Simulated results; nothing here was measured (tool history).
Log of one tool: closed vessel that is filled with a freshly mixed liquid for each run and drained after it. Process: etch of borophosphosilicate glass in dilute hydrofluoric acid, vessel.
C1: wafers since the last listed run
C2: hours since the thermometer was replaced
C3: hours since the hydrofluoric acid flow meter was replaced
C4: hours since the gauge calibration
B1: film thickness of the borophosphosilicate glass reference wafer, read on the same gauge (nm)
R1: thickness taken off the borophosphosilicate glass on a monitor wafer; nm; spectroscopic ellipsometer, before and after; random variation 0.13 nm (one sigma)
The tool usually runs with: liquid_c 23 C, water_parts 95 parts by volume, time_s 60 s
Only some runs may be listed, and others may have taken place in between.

Run 1, hour 0: usual settings but liquid_c 26 C, time_s 80 s; C1 0; C2 1479.6; C3 1867.1; C4 181.9; B1 110.03. Result: R1 26.4 nm.
Run 2, hour 13.8: usual settings but liquid_c 26 C, time_s 80 s; C1 1540; C2 1493.4; C3 1880.9; C4 195.7; B1 109.99. Result: R1 26.72 nm.
Run 3, hour 42.3: usual settings but liquid_c 25 C; C1 3181; C2 1521.9; C3 1909.4; C4 224.2; B1 109.97. Result: R1 19.16 nm.
Run 4, hour 72.4: usual settings but liquid_c 21 C, time_s 70 s; C1 3360; C2 1552; C3 1939.5; C4 254.3; B1 110.02. Result: R1 18.92 nm.
Run 5, hour 88.5: usual settings but liquid_c 21 C, time_s 70 s; C1 1797; C2 1568.1; C3 1955.6; C4 270.4; B1 110. Result: R1 19.07 nm.
Run 6, hour 122.8: usual settings; C1 3829; C2 1602.4; C3 1989.9; C4 304.7; B1 110. Result: R1 17.64 nm.
Run 7, hour 154.2: usual settings; C1 3505; C2 1633.8; C3 2021.3; C4 336.1; B1 110. Result: R1 17.83 nm.
Run 8, hour 168: usual settings; C1 1540; C2 1647.6; C3 2035.1; C4 349.9; B1 109.99. Result: R1 17.76 nm.
Run 9, hour 191.2: usual settings; C1 2590; C2 1670.8; C3 2058.3; C4 373.1; B1 110. Result: R1 17.48 nm.
Run 10, hour 225.3: usual settings; C1 3806; C2 1704.9; C3 2092.4; C4 407.2; B1 109.98. Result: R1 17.71 nm.
Run 11, hour 247.4: usual settings but time_s 70 s; C1 2467; C2 1727; C3 2114.5; C4 429.3; B1 109.98. Result: R1 20.74 nm.
Run 12, hour 280: usual settings but time_s 70 s; C1 3639; C2 1759.6; C3 2147.1; C4 461.9; B1 109.97. Result: R1 20.73 nm.
Run 13, hour 298.9: usual settings but time_s 70 s; C1 2109; C2 1778.5; C3 2166; C4 480.8; B1 110.02. Result: R1 20.71 nm.
At hour 310.1: gauge calibrated.
Run 14, hour 316.2: usual settings; C1 1931; C2 1795.8; C3 2183.3; C4 6.1; B1 109.99. Result: R1 17.7 nm.
Run 15, hour 330.6: usual settings but liquid_c 18 C, water_parts 75 parts by volume, time_s 75 s; C1 1607; C2 1810.2; C3 2197.7; C4 20.5; B1 109.98. Result: R1 23.24 nm.
At hour 346.6: hydrofluoric acid flow meter replaced.
Run 16, hour 360.7: usual settings but liquid_c 19.5 C, time_s 30 s; C1 3248; C2 1840.3; C3 14.1; C4 50.6; B1 110.01. Result: R1 7.72 nm.
Run 17, hour 381.7: usual settings but liquid_c 20 C, time_s 70 s; C1 2344; C2 1861.3; C3 35.1; C4 71.6; B1 109.96. Result: R1 18.26 nm.
Run 18, hour 398.4: usual settings but liquid_c 21.5 C; C1 1864; C2 1878; C3 51.8; C4 88.3; B1 110. Result: R1 16.71 nm.
Run 19, hour 422.5: usual settings but liquid_c 26 C, water_parts 115 parts by volume; C1 2690; C2 1902.1; C3 75.9; C4 112.4; B1 110. Result: R1 16.1 nm.
Run 20, hour 443.1: usual settings; C1 2299; C2 1922.7; C3 96.5; C4 133; B1 110.03. Result: R1 17.78 nm.
At hour 447.9: thermometer replaced.
Run 21, hour 461.7: usual settings but liquid_c 19.5 C, water_parts 140 parts by volume, time_s 85 s; C1 1964; C2 13.8; C3 115.1; C4 151.6; B1 110.02. Result: R1 14.05 nm.
Run 22, hour 487.6: usual settings; C1 2891; C2 39.7; C3 141; C4 177.5; B1 110. Result: R1 17.6 nm.
Run 23, hour 515.6: usual settings but liquid_c 21.5 C, water_parts 60 parts by volume, time_s 40 s; C1 3125; C2 67.7; C3 169; C4 205.5; B1 110.02. Result: R1 18.21 nm.
Run 24, hour 545.3: usual settings but liquid_c 24.5 C; C1 3315; C2 97.4; C3 198.7; C4 235.2; B1 110. Result: R1 18.76 nm.
Run 25, hour 559.9: usual settings; C1 1629; C2 112; C3 213.3; C4 249.8; B1 109.97. Result: R1 17.4 nm.
Run 26, hour 577.8: usual settings but liquid_c 26 C, water_parts 140 parts by volume; C1 1998; C2 129.9; C3 231.2; C4 267.7; B1 109.98. Result: R1 12.68 nm.
Run 27, hour 609: usual settings but water_parts 50 parts by volume; C1 3483; C2 161.1; C3 262.4; C4 298.9; B1 110.02. Result: R1 35.78 nm.

3 ways to go on from here, each from the tool as it stands after run 27. What would each give?
Run A, hour 609.7: usual settings but liquid_c 19 C; C1 78; C2 161.8; C3 263.1; C4 299.6; B1 ?. Result: R1 ?.
Run B, hour 609.7: usual settings but liquid_c 19 C, water_parts 70 parts by volume, time_s 90 s; C1 78; C2 161.8; C3 263.1; C4 299.6; B1 ?. Result: R1 ?.
Run C, hour 609.7: usual settings but water_parts 50 parts by volume, time_s 70 s; C1 78; C2 161.8; C3 263.1; C4 299.6; B1 ?. Result: R1 ?.

run   B1     R1
  A  110  14.94
  B  110  31.28
  C  110  41.26
Stripped of hidden state, with their random variation kept, the same runs would have yielded:
run     R1
  A  14.94
  B  31.28
  C  41.26
